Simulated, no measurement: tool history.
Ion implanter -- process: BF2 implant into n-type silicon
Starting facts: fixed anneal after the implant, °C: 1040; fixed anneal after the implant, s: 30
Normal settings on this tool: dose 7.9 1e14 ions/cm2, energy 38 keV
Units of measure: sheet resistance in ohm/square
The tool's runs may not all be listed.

run	hour	dose	energy	wafers since the last listed run	hours since the last dose calibration	hours since the extraction supply was calibrated	hours since the gauge calibration	read-back reference wafer on the same gauge, sheet resistance	sheet resistance
1	0	6.89	38	0	69.9	5229.2	324.5	164.96	162.54
2	24.6	7.9	38	571	94.5	5253.8	349.1	165.03	143.73
3	38.9	7.9	38	332	108.8	5268.1	363.4	164.96	143.36
4	68.5	7.9	38	687	138.4	5297.7	393	165.11	143.69
5	83.1	7.9	38	339	153	5312.3	407.6	164.99	144.02
6	115.5	7.9	38	752	185.4	5344.7	440	165.04	143.14
7	131	7.9	38	360	200.9	5360.2	455.5	165.11	142.86
8	232.1	7.9	41.5	2348	302	5461.3	556.6	164.78	142.79
9	262.6	7.9	32	708	332.5	5491.8	587.1	165.13	147.39
10	360.3	7.9	32	2269	430.2	5589.5	684.8	164.76	147.64
11	385.7	7.9	32	590	455.6	5614.9	710.2	165.04	148.18
12	400	7.9	38	332	469.9	5629.2	724.5	164.88	145.07
13	417.1	7.9	38	397	487	5646.3	741.6	165.14	145.01
14	436.1	7.9	38	441	506	5665.3	760.6	165.08	146.15
15	459.7	7.9	42.5	548	529.6	5688.9	784.2	165.11	143.85
16	487.2	7.9	42.5	638	557.1	5716.4	811.7	165.15	143.67
17	521.9	8.79	43	806	591.8	5751.1	846.4	164.97	131.28
18	543.4	7.9	48.5	499	613.3	5772.6	867.9	164.7	143.1
19	565.4	8.93	47	511	635.3	5794.6	889.9	165.03	128.77
20	600.7	7.22	44.5	820	670.6	5829.9	925.2	164.92	157.04
21	617.6	9.76	50	392	687.5	5846.8	942.1	164.93	118.97
# hour 630.9: extraction supply calibrated
22	637.9	7.9	46.5	285	707.8	7	962.4	164.99	144.19
23	654.5	9.84	34	385	724.4	23.6	979	165.06	124.62
24	683.1	7.9	38	664	753	52.2	1007.6	165.02	147.58
25	699.7	6.16	30	385	769.6	68.8	1024.2	165.11	189.34
# hour 705.7: gauge calibrated
# hour 718.1: Faraday cup replaced and dose calibrated
26	727.4	9.29	26.5	457	9.3	96.5	21.7	164.77	134.61
27	762.8	10.13	34.5	822	44.7	131.9	57.1	164.83	120.08
28	785.9	6.74	29	536	67.8	155	80.2	165.04	170.92
29	811.2	7.9	29.5	587	93.1	180.3	105.5	165.15	149.25
30	843.4	9.84	45	748	125.3	212.5	137.7	165.25	117.83
31	877.8	7.9	38	799	159.7	246.9	172.1	165.23	144.37
32	891.2	6.67	48	311	173.1	260.3	185.5	165.16	164.46
33	908.7	6.29	49	406	190.6	277.8	203	164.93	172.38
34	1000	7.9	38	2121	281.9	369.1	294.3	165.28	145.78
35	1034.1	6.39	42.5	792	316	403.2	328.4	164.99	174.13
36	1054.4	7.9	38	471	336.3	423.5	348.7	164.95	145.8

5 options for the next run, each taken on its own from the tool as it stands now. Forecast them:
A	1054.8	7.9	38	9	336.7	423.9	349.1	?	?
B	1054.8	6.43	45.5	9	336.7	423.9	349.1	?	?
C	1054.8	8.54	27	9	336.7	423.9	349.1	?	?
D	1054.8	6.06	38	9	336.7	423.9	349.1	?	?
E	1054.8	6.58	50.5	9	336.7	423.9	349.1	?	?

run	read-back reference wafer on the same gauge, sheet resistance	sheet resistance
A	164.89	144.81
B	164.89	171.34
C	164.89	142.82
D	164.89	183.3
E	164.89	166.47
Without the tool's unlogged condition, the same runs would have read:
run	sheet resistance
A	143.84
B	170.16
C	141.99
D	182.07
E	165.32
